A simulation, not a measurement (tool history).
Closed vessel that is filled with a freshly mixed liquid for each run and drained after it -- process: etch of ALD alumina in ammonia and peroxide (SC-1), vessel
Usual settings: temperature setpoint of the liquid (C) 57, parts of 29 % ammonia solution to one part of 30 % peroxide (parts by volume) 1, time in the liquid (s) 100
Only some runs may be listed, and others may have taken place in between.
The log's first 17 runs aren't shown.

| run | hour | temperature setpoint of the liquid (C) | parts of 29 % ammonia solution to one part of 30 % peroxide (parts by volume) | time in the liquid (s) | read-back film thickness of the ALD alumina reference wafer, read on the same gauge (nm) | thickness taken off the ALD alumina on a monitor wafer (nm) |
|---|---|---|---|---|---|---|
| 18 | 1350 | 57 | 1 | 50 | 119.39 | 3.47 |
| 19 | 1395.4 | 57 | 0.85 | 145 | 119.26 | 9.98 |
| 20 | 1432.7 | 61 | 0.65 | 75 | 119.17 | 6.2 |
|  | 1446 | new drum of ammonia solution connected |
| 21 | 1492.4 | 57 | 1 | 100 | 119.01 | 6.95 |
|  | 1541.9 | ammonia flow meter replaced |
| 22 | 1663.8 | 51 | 1.15 | 50 | 118.48 | 2.56 |
| 23 | 1707.6 | 57 | 1 | 150 | 118.4 | 10.48 |
| 24 | 1769.1 | 57 | 1 | 100 | 118.2 | 6.87 |
| 25 | 1927.4 | 52.5 | 1 | 150 | 117.75 | 8.21 |
| 26 | 2005.9 | 65 | 0.6 | 65 | 117.51 | 6.38 |
|  | 2047.8 | new drum of ammonia solution connected |
| 27 | 2087.1 | 57 | 1 | 100 | 117.32 | 6.82 |
| 28 | 2169.7 | 57 | 1 | 100 | 117.05 | 6.81 |
| 29 | 2238.2 | 49.5 | 1 | 135 | 116.85 | 6.18 |
| 30 | 2293.4 | 57 | 1 | 120 | 116.68 | 8.29 |

Each row is a separate what-if for the run after 30, all from the same tool condition, not one after another. Results?
| A | 2294.1 | 57 | 1 | 100 | ? | ? |
| B | 2294.1 | 57 | 1.15 | 100 | ? | ? |
| C | 2294.1 | 49 | 1 | 100 | ? | ? |

| run | read-back film thickness of the ALD alumina reference wafer, read on the same gauge (nm) | thickness taken off the ALD alumina on a monitor wafer (nm) |
|---|---|---|
| A | 116.69 | 6.78 |
| B | 116.69 | 6.87 |
| C | 116.69 | 4.41 |
What these runs would have given with no unlogged condition in the tool:
| run | thickness taken off the ALD alumina on a monitor wafer (nm) |
|---|---|
| A | 6.97 |
| B | 7.07 |
| C | 4.53 |
